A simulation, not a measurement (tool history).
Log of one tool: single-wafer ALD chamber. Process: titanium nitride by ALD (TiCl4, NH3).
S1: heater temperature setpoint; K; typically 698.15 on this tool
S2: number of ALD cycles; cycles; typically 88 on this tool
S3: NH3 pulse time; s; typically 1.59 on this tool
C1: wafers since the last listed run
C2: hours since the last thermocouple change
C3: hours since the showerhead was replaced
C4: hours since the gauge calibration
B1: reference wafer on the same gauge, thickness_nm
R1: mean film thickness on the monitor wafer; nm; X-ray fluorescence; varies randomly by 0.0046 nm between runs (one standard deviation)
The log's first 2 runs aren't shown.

run 3 day=8.075 | S1=698.15 S2=88 S3=1.59 | C1=242 C2=636.1 C3=2289.1 C4=1014.4 | B1=1.998 | R1=1.839
run 4 day=9.317 | S1=698.15 S2=88 S3=1.81 | C1=116 C2=665.9 C3=2318.9 C4=1044.2 | B1=2.001 | R1=1.846
run 5 day=17.488 | S1=698.15 S2=88 S3=1.81 | C1=763 C2=862.0 C3=2515.0 C4=1240.3 | B1=2.001 | R1=1.839
run 6 day=19.238 | S1=707.15 S2=88 S3=1.59 | C1=163 C2=904.0 C3=2557.0 C4=1282.3 | B1=2.000 | R1=1.838
run 7 day=20.812 | S1=707.15 S2=88 S3=1.59 | C1=147 C2=941.8 C3=2594.8 C4=1320.1 | B1=2.001 | R1=1.839
run 8 day=22.788 | S1=707.15 S2=88 S3=1.59 | C1=184 C2=989.2 C3=2642.2 C4=1367.5 | B1=2.000 | R1=1.843
run 9 day=24.592 | S1=698.15 S2=88 S3=1.88 | C1=168 C2=1032.5 C3=2685.5 C4=1410.8 | B1=1.999 | R1=1.846
run 10 day=26.996 | S1=698.15 S2=88 S3=1.88 | C1=224 C2=1090.2 C3=2743.2 C4=1468.5 | B1=1.997 | R1=1.844
run 11 day=29.792 | S1=698.15 S2=88 S3=1.88 | C1=261 C2=1157.3 C3=2810.3 C4=1535.6 | B1=2.001 | R1=1.843
-- day=31.329 showerhead replaced
run 12 day=31.442 | S1=698.15 S2=88 S3=1.59 | C1=123 C2=1196.9 C3=2.7 C4=1575.2 | B1=2.000 | R1=1.828
run 13 day=33.850 | S1=698.15 S2=88 S3=1.59 | C1=225 C2=1254.7 C3=60.5 C4=1633.0 | B1=2.001 | R1=1.840
run 14 day=36.183 | S1=692.15 S2=95 S3=1.59 | C1=218 C2=1310.7 C3=116.5 C4=1689.0 | B1=1.999 | R1=1.982
-- day=37.388 gauge calibrated
run 15 day=39.029 | S1=698.15 S2=88 S3=1.59 | C1=266 C2=1379.0 C3=184.8 C4=39.4 | B1=1.999 | R1=1.835
run 16 day=40.408 | S1=698.15 S2=88 S3=1.59 | C1=128 C2=1412.1 C3=217.9 C4=72.5 | B1=1.997 | R1=1.837
run 17 day=42.617 | S1=698.15 S2=88 S3=1.59 | C1=206 C2=1465.1 C3=270.9 C4=125.5 | B1=2.000 | R1=1.833
-- day=44.708 thermocouple changed; heater temperature recalibrated
run 18 day=44.729 | S1=692.15 S2=81 S3=1.59 | C1=166 C2=0.5 C3=321.6 C4=176.2 | B1=2.000 | R1=1.692
run 19 day=47.371 | S1=698.15 S2=88 S3=1.59 | C1=246 C2=63.9 C3=385.0 C4=239.6 | B1=2.000 | R1=1.846
run 20 day=50.362 | S1=705.15 S2=97 S3=1.13 | C1=279 C2=135.7 C3=456.8 C4=311.4 | B1=2.000 | R1=2.004
run 21 day=52.308 | S1=709.15 S2=102 S3=1.96 | C1=181 C2=182.4 C3=503.5 C4=358.1 | B1=2.000 | R1=2.138
run 22 day=53.325 | S1=686.15 S2=74 S3=1.59 | C1=95 C2=206.8 C3=527.9 C4=382.5 | B1=2.000 | R1=1.531

For run 23, what comes out?
run 23 day=57.192 | S1=688.15 S2=88 S3=1.79 | C1=361 C2=299.6 C3=620.7 C4=475.3 | B1=? | R1=?

{"run 23": {"B1": 1.998, "R1": 1.837}}
Had the tool carried no hidden state, the very same run would have given R1 1.837 nm.

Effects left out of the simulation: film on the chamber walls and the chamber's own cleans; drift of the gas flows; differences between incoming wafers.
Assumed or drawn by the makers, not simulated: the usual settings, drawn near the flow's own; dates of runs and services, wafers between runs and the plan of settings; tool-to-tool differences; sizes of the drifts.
